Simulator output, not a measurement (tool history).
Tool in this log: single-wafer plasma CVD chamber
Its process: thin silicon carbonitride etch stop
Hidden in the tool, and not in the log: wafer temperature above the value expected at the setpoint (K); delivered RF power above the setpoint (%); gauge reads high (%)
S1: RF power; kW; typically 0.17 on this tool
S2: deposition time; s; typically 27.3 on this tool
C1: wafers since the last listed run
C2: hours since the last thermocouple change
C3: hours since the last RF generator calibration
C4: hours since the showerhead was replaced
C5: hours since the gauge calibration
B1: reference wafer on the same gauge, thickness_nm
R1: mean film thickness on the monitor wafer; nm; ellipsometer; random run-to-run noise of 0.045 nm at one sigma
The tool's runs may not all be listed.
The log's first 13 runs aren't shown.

run,hour,S1,S2,C1,C2,C3,C4,C5,B1,R1
14,656.4,0.19,30.8,1091,1807.1,1842.9,4926.8,1603.4,13.599,18.359
15,711.4,0.205,27.3,1432,1862.1,1897.9,4981.8,1658.4,13.613,16.534
16,745.3,0.17,27.3,882,1896,1931.8,5015.7,1692.3,13.607,15.845
17,780,0.17,27.3,903,1930.7,1966.5,5050.4,1727,13.587,15.829
18,815.8,0.17,27.3,932,1966.5,2002.3,5086.2,1762.8,13.606,15.864
19,845.8,0.17,27.3,781,1996.5,2032.3,5116.2,1792.8,13.598,15.85
20,945.2,0.145,27.3,2588,2095.9,2131.7,5215.6,1892.2,13.602,15.486
# hour 997.4: showerhead replaced
21,999.3,0.16,29.6,1200,2150,2185.8,1.9,1946.3,13.592,17.052
22,1043,0.17,27.3,1137,2193.7,2229.5,45.6,1990,13.585,15.877
# hour 1060.3: gauge calibrated
23,1113.4,0.17,25.3,1833,2264.1,2299.9,116,53.1,13.597,14.746
24,1147.9,0.17,27.3,898,2298.6,2334.4,150.5,87.6,13.577,15.829
# hour 1233.2: RF generator calibrated
25,1236.3,0.14,30.9,2093,2387,3.1,238.9,176,13.614,17.518
# hour 1255.9: thermocouple changed; heater temperature recalibrated
26,1292.1,0.195,25.3,1244,36.2,58.9,294.7,231.8,13.603,15.28
27,1342.2,0.195,32,1304,86.3,109,344.8,281.9,13.599,19.325
28,1404.5,0.155,30.2,1622,148.6,171.3,407.1,344.2,13.598,17.372
29,1448.9,0.155,31.7,1156,193,215.7,451.5,388.6,13.584,18.304
30,1510.7,0.17,27.3,1609,254.8,277.5,513.3,450.4,13.597,15.997
31,1549.8,0.185,27.3,1018,293.9,316.6,552.4,489.5,13.59,16.278
32,1594.6,0.18,29.3,1166,338.7,361.4,597.2,534.3,13.586,17.435
33,1639.4,0.17,27.3,1166,383.5,406.2,642,579.1,13.618,16.008
34,1677.5,0.195,29.1,992,421.6,444.3,680.1,617.2,13.597,17.516

Alternative continuations, all from the tool just after run 34; predict every row:
A,1677.9,0.17,27.3,10,422,444.7,680.5,617.6,?,?
B,1677.9,0.16,29.5,10,422,444.7,680.5,617.6,?,?
C,1677.9,0.195,22.1,10,422,444.7,680.5,617.6,?,?
D,1677.9,0.16,23,10,422,444.7,680.5,617.6,?,?
E,1677.9,0.2,29.7,10,422,444.7,680.5,617.6,?,?

run,B1,R1
A,13.605,15.9
B,13.605,16.979
C,13.605,13.234
D,13.605,13.238
E,13.605,17.88
Had the tool no hidden state, the same runs would have come out as:
run,R1
A,15.977
B,17.06
C,13.298
D,13.301
E,17.966
